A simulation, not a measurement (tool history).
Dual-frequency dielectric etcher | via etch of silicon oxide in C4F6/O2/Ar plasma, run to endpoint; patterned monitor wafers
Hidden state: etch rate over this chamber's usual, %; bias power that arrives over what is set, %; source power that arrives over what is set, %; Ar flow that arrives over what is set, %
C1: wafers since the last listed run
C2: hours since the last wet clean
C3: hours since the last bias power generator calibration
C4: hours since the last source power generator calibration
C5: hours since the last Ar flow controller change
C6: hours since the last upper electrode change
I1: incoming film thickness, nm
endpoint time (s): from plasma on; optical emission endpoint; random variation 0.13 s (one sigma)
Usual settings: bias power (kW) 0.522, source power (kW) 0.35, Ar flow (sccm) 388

{"run": 1, "hour": 0.0, "bias power (kW)": 0.522, "source power (kW)": 0.35, "Ar flow (sccm)": 388, "C1": 0, "C2": 314, "C3": 3566.4, "C4": 2775.1, "C5": 2755.7, "C6": 1286.1, "I1": 78.6, "endpoint time (s)": 20.2}
{"run": 2, "hour": 102.2, "bias power (kW)": 0.522, "source power (kW)": 0.35, "Ar flow (sccm)": 388, "C1": 1759, "C2": 416.2, "C3": 3668.6, "C4": 2877.3, "C5": 2857.9, "C6": 1388.3, "I1": 78.5, "endpoint time (s)": 20.2}
{"run": 3, "hour": 149.1, "bias power (kW)": 0.522, "source power (kW)": 0.35, "Ar flow (sccm)": 388, "C1": 807, "C2": 463.1, "C3": 3715.5, "C4": 2924.2, "C5": 2904.8, "C6": 1435.2, "I1": 78.4, "endpoint time (s)": 20.7}
{"run": 4, "hour": 241.9, "bias power (kW)": 0.522, "source power (kW)": 0.35, "Ar flow (sccm)": 388, "C1": 1597, "C2": 555.9, "C3": 3808.3, "C4": 3017, "C5": 2997.6, "C6": 1528, "I1": 77.8, "endpoint time (s)": 20.6}
{"run": 5, "hour": 307.0, "bias power (kW)": 0.522, "source power (kW)": 0.35, "Ar flow (sccm)": 388, "C1": 1120, "C2": 621, "C3": 3873.4, "C4": 3082.1, "C5": 3062.7, "C6": 1593.1, "I1": 79, "endpoint time (s)": 20.7}
{"hour": 331.9, "done": "wet clean of the chamber"}
{"run": 6, "hour": 399.7, "bias power (kW)": 0.522, "source power (kW)": 0.35, "Ar flow (sccm)": 388, "C1": 1182, "C2": 67.8, "C3": 3966.1, "C4": 3174.8, "C5": 3155.4, "C6": 1685.8, "I1": 77.8, "endpoint time (s)": 19.6}
{"run": 7, "hour": 466.8, "bias power (kW)": 0.522, "source power (kW)": 0.35, "Ar flow (sccm)": 388, "C1": 1155, "C2": 134.9, "C3": 4033.2, "C4": 3241.9, "C5": 3222.5, "C6": 1752.9, "I1": 79.7, "endpoint time (s)": 20.4}
{"hour": 525.8, "done": "Ar flow controller replaced"}
{"run": 8, "hour": 559.4, "bias power (kW)": 0.522, "source power (kW)": 0.35, "Ar flow (sccm)": 388, "C1": 1491, "C2": 227.5, "C3": 4125.8, "C4": 3334.5, "C5": 33.6, "C6": 1845.5, "I1": 78.5, "endpoint time (s)": 20.3}
{"hour": 694.7, "done": "bias power generator calibrated"}
{"hour": 821.1, "done": "source power generator calibrated"}
{"run": 9, "hour": 856.1, "bias power (kW)": 0.442, "source power (kW)": 0.35, "Ar flow (sccm)": 388, "C1": 4970, "C2": 524.2, "C3": 161.4, "C4": 35, "C5": 330.3, "C6": 2142.2, "I1": 78.7, "endpoint time (s)": 21.5}
{"hour": 964.2, "done": "wet clean of the chamber"}
{"run": 10, "hour": 964.7, "bias power (kW)": 0.522, "source power (kW)": 0.35, "Ar flow (sccm)": 355, "C1": 1456, "C2": 0.5, "C3": 270, "C4": 143.6, "C5": 438.9, "C6": 2250.8, "I1": 78.6, "endpoint time (s)": 19.7}
{"run": 11, "hour": 1054.5, "bias power (kW)": 0.458, "source power (kW)": 0.32, "Ar flow (sccm)": 425, "C1": 1546, "C2": 90.3, "C3": 359.8, "C4": 233.4, "C5": 528.7, "C6": 2340.6, "I1": 78, "endpoint time (s)": 21.8}
{"run": 12, "hour": 1100.2, "bias power (kW)": 0.596, "source power (kW)": 0.35, "Ar flow (sccm)": 439, "C1": 786, "C2": 136, "C3": 405.5, "C4": 279.1, "C5": 574.4, "C6": 2386.3, "I1": 78.4, "endpoint time (s)": 19.4}
{"run": 13, "hour": 1205.3, "bias power (kW)": 0.522, "source power (kW)": 0.35, "Ar flow (sccm)": 388, "C1": 1809, "C2": 241.1, "C3": 510.6, "C4": 384.2, "C5": 679.5, "C6": 2491.4, "I1": 78.1, "endpoint time (s)": 20}
{"hour": 1259.0, "done": "upper electrode replaced"}
{"run": 14, "hour": 1261.6, "bias power (kW)": 0.472, "source power (kW)": 0.38, "Ar flow (sccm)": 465, "C1": 556, "C2": 297.4, "C3": 566.9, "C4": 440.5, "C5": 735.8, "C6": 2.6, "I1": 78.9, "endpoint time (s)": 20.7}
{"run": 15, "hour": 1328.5, "bias power (kW)": 0.561, "source power (kW)": 0.4, "Ar flow (sccm)": 307, "C1": 1151, "C2": 364.3, "C3": 633.8, "C4": 507.4, "C5": 802.7, "C6": 69.5, "I1": 79.2, "endpoint time (s)": 18.6}
{"run": 16, "hour": 1378.8, "bias power (kW)": 0.522, "source power (kW)": 0.41, "Ar flow (sccm)": 388, "C1": 866, "C2": 414.6, "C3": 684.1, "C4": 557.7, "C5": 853, "C6": 119.8, "I1": 78.9, "endpoint time (s)": 19.1}
{"run": 17, "hour": 1437.3, "bias power (kW)": 0.522, "source power (kW)": 0.3, "Ar flow (sccm)": 388, "C1": 1007, "C2": 473.1, "C3": 742.6, "C4": 616.2, "C5": 911.5, "C6": 178.3, "I1": 78.9, "endpoint time (s)": 22.2}
{"hour": 1521.2, "done": "wet clean of the chamber"}
{"run": 18, "hour": 1521.7, "bias power (kW)": 0.596, "source power (kW)": 0.35, "Ar flow (sccm)": 439, "C1": 1039, "C2": 0.5, "C3": 827, "C4": 700.6, "C5": 995.9, "C6": 262.7, "I1": 78.1, "endpoint time (s)": 19.2}
{"run": 19, "hour": 1590.5, "bias power (kW)": 0.65, "source power (kW)": 0.29, "Ar flow (sccm)": 305, "C1": 1184, "C2": 69.3, "C3": 895.8, "C4": 769.4, "C5": 1064.7, "C6": 331.5, "I1": 78.9, "endpoint time (s)": 20}

3 ways to go on from here, each from the tool as it stands after run 19. What would each give?
{"run": "A", "hour": 1590.9, "bias power (kW)": 0.522, "source power (kW)": 0.38, "Ar flow (sccm)": 388, "C1": 6, "C2": 69.7, "C3": 896.2, "C4": 769.8, "C5": 1065.1, "C6": 331.9, "I1": 78.3, "endpoint time (s)": "?"}
{"run": "B", "hour": 1590.9, "bias power (kW)": 0.422, "source power (kW)": 0.38, "Ar flow (sccm)": 415, "C1": 6, "C2": 69.7, "C3": 896.2, "C4": 769.8, "C5": 1065.1, "C6": 331.9, "I1": 78.3, "endpoint time (s)": "?"}
{"run": "C", "hour": 1590.9, "bias power (kW)": 0.623, "source power (kW)": 0.32, "Ar flow (sccm)": 421, "C1": 6, "C2": 69.7, "C3": 896.2, "C4": 769.8, "C5": 1065.1, "C6": 331.9, "I1": 78.3, "endpoint time (s)": "?"}

run=A endpoint_time_(s)=19.4
run=B endpoint_time_(s)=20.6
run=C endpoint_time_(s)=20.2
Without the tool's hidden state the same runs would have given:
run=A endpoint_time_(s)=19.2
run=B endpoint_time_(s)=20.5
run=C endpoint_time_(s)=20
